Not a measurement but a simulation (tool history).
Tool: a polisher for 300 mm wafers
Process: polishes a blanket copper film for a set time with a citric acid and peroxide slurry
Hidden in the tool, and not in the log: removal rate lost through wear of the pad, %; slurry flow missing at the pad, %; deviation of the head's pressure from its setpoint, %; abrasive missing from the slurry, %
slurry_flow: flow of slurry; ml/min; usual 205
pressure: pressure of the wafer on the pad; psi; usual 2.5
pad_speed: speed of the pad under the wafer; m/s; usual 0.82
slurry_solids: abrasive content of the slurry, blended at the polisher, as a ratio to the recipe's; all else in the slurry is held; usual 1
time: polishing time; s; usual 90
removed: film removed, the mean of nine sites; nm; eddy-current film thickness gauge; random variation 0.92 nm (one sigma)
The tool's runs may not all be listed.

run    hour  slurry_flow  pressure  pad_speed  slurry_solids  time  wafers since the last listed run  wafers polished on this pad  hours since the slurry nozzle was cleaned  hours since the head pressure was calibrated  hours since the slurry blender was calibrated  incoming thickness of the incoming film, nm  removed
  1       0          205       2.5       0.82              1    90                                 0                         3390                                      165.8                                         126.9                                          528.5                                        532.7    115.7
        9.2  -- slurry blender recalibrated
       78.7  -- worn pad replaced by a new one
  2    92.9          205       2.5       0.82              1    90                               913                          149                                      258.7                                         219.8                                           83.7                                        533.1    117.9
  3   182.5          205       2.5       0.82              1    90                               941                         1091                                      348.3                                         309.4                                          173.3                                        541.6    116.6
  4   287.3          205       2.5       0.82              1    90                              1101                         2192                                      453.1                                         414.2                                          278.1                                        544.5    117.4
  5   363.8          205       2.5       0.82              1    90                               803                         2996                                      529.6                                         490.7                                          354.6                                        539.9    118.4
      365.5  -- slurry nozzle cleaned
  6   405.7          205       2.5       0.82              1    90                               429                         3426                                       40.2                                         532.6                                          396.5                                          543    117.1
      419.1  -- slurry blender recalibrated
  7   444.7          205       2.5        0.6              1    90                               388                         3815                                       79.2                                         571.6                                           25.6                                        539.4     98.3
      499.7  -- worn pad replaced by a new one
  8     520          205       2.5        0.6              1    90                               749                          213                                      154.5                                         646.9                                          100.9                                        542.1     97.3
      806.8  -- slurry nozzle cleaned
  9   832.2          205       2.5       0.82              1    90                              3270                         3484                                       25.4                                         959.1                                          413.1                                        533.5      122
      855.9  -- slurry blender recalibrated
 10     898          205       2.5       0.82              1    90                               670                         4154                                       91.2                                        1024.9                                           42.1                                        541.3      120
      918.4  -- worn pad replaced by a new one
 11   970.9          205       2.5       0.82              1    90                               724                          552                                      164.1                                        1097.8                                            115                                        535.7    121.5
 12  1046.2          205       2.5       0.82           0.75    90                               791                         1343                                      239.4                                        1173.1                                          190.3                                        546.6    113.7
 13  1115.2          205       2.5       0.82           0.75    90                               725                         2068                                      308.4                                        1242.1                                          259.3                                        542.2    113.2
 14  1188.1          205       2.5       0.82              1    90                               766                         2834                                      381.3                                          1315                                          332.2                                        535.9    124.9
     1255.9  -- slurry nozzle cleaned
 15  1290.6          205       2.5       0.82              1    90                              1066                         3901                                       34.7                                        1417.5                                          434.7                                        537.1    124.8
 16  1381.4          260       2.2       0.82              1    90                               954                         4855                                      125.5                                        1508.3                                          525.5                                        538.6    113.5
     1383.8  -- slurry blender recalibrated
     1407.9  -- worn pad replaced by a new one
 17  1475.3          205       2.5       0.82              1    90                               923                          707                                      219.4                                        1602.2                                           91.5                                        549.2    126.7
     1499.5  -- head pressure recalibrated
 18    1574          205       2.9          1            0.7    90                              1016                         1724                                      318.1                                          74.5                                          190.2                                          538    139.7

The next listed run, before its measurement:
 19  1617.1          205         3       0.82           0.75    90                               452                         2177                                      361.2                                         117.6                                          233.3                                        536.6        ?

{"run 19": {"removed": 129}}
Without the tool's hidden state the same run would have given removed 129.3 nm.
